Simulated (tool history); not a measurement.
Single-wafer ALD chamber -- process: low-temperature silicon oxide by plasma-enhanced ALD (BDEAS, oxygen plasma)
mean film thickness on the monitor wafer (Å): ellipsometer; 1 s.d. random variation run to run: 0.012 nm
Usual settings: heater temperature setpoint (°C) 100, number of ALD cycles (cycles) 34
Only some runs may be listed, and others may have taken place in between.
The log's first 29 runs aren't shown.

run   hour  heater temperature setpoint (°C)  number of ALD cycles (cycles)  wafers since the last listed run  hours since the last thermocouple change  hours since the gauge calibration  read-back reference wafer on the same gauge, thickness_nm  mean film thickness on the monitor wafer (Å)
 30  366.9                                93                             38                                60                                    1067.8                              460.0                                                      4.791                                         56.06
 31  398.8                               112                             38                               202                                    1099.7                              491.9                                                      4.793                                         53.41
 32  405.4                                90                             29                                41                                    1106.3                              498.5                                                      4.792                                         43.17
 33  423.4                               100                             34                               114                                    1124.3                              516.5                                                      4.787                                         48.85
     426.8  -- gauge calibrated
 34  435.5                               100                             40                                76                                    1136.4                                8.7                                                      4.788                                         58.00
     456.9  -- thermocouple changed; heater temperature recalibrated
 35  457.4                               100                             34                                88                                       0.5                               30.6                                                      4.793                                         48.37
 36  470.9                                94                             29                                85                                      14.0                               44.1                                                      4.789                                         41.96
 37  480.4                               114                             32                                60                                      23.5                               53.6                                                      4.790                                         44.60
 38  497.1                               114                             38                               105                                      40.2                               70.3                                                      4.790                                         52.88
 39  513.8                               112                             34                               105                                      56.9                               87.0                                                      4.789                                         47.46
 40  521.6                               113                             37                                49                                      64.7                               94.8                                                      4.789                                         51.44
 41  534.8                                88                             32                                83                                      77.9                              108.0                                                      4.789                                         47.19
 42  543.8                               110                             40                                57                                      86.9                              117.0                                                      4.792                                         55.91
 43  556.9                               100                             34                                82                                     100.0                              130.1                                                      4.789                                         48.54
 44  574.7                               100                             28                               112                                     117.8                              147.9                                                      4.789                                         40.05
 45  582.7                               100                             34                                50                                     125.8                              155.9                                                      4.789                                         48.46
 46  618.8                               100                             34                               228                                     161.9                              192.0                                                      4.788                                         48.48

Branching from run 46: 5 alternative next runs. What would each branch give?
  A  619.3                                86                             34                                 3                                     162.4                              192.5                                                          ?                                             ?
  B  619.3                                88                             30                                 3                                     162.4                              192.5                                                          ?                                             ?
  C  619.3                               113                             38                                 3                                     162.4                              192.5                                                          ?                                             ?
  D  619.3                                91                             31                                 3                                     162.4                              192.5                                                          ?                                             ?
  E  619.3                               112                             36                                 3                                     162.4                              192.5                                                          ?                                             ?

run  read-back reference wafer on the same gauge, thickness_nm  mean film thickness on the monitor wafer (Å)
  A                                                      4.788                                         50.75
  B                                                      4.788                                         44.51
  C                                                      4.788                                         53.05
  D                                                      4.788                                         45.57
  E                                                      4.788                                         50.34
With no hidden state in the tool, these same runs would have given:
run  mean film thickness on the monitor wafer (Å)
  A                                         50.48
  B                                         44.27
  C                                         52.90
  D                                         45.32
  E                                         50.19

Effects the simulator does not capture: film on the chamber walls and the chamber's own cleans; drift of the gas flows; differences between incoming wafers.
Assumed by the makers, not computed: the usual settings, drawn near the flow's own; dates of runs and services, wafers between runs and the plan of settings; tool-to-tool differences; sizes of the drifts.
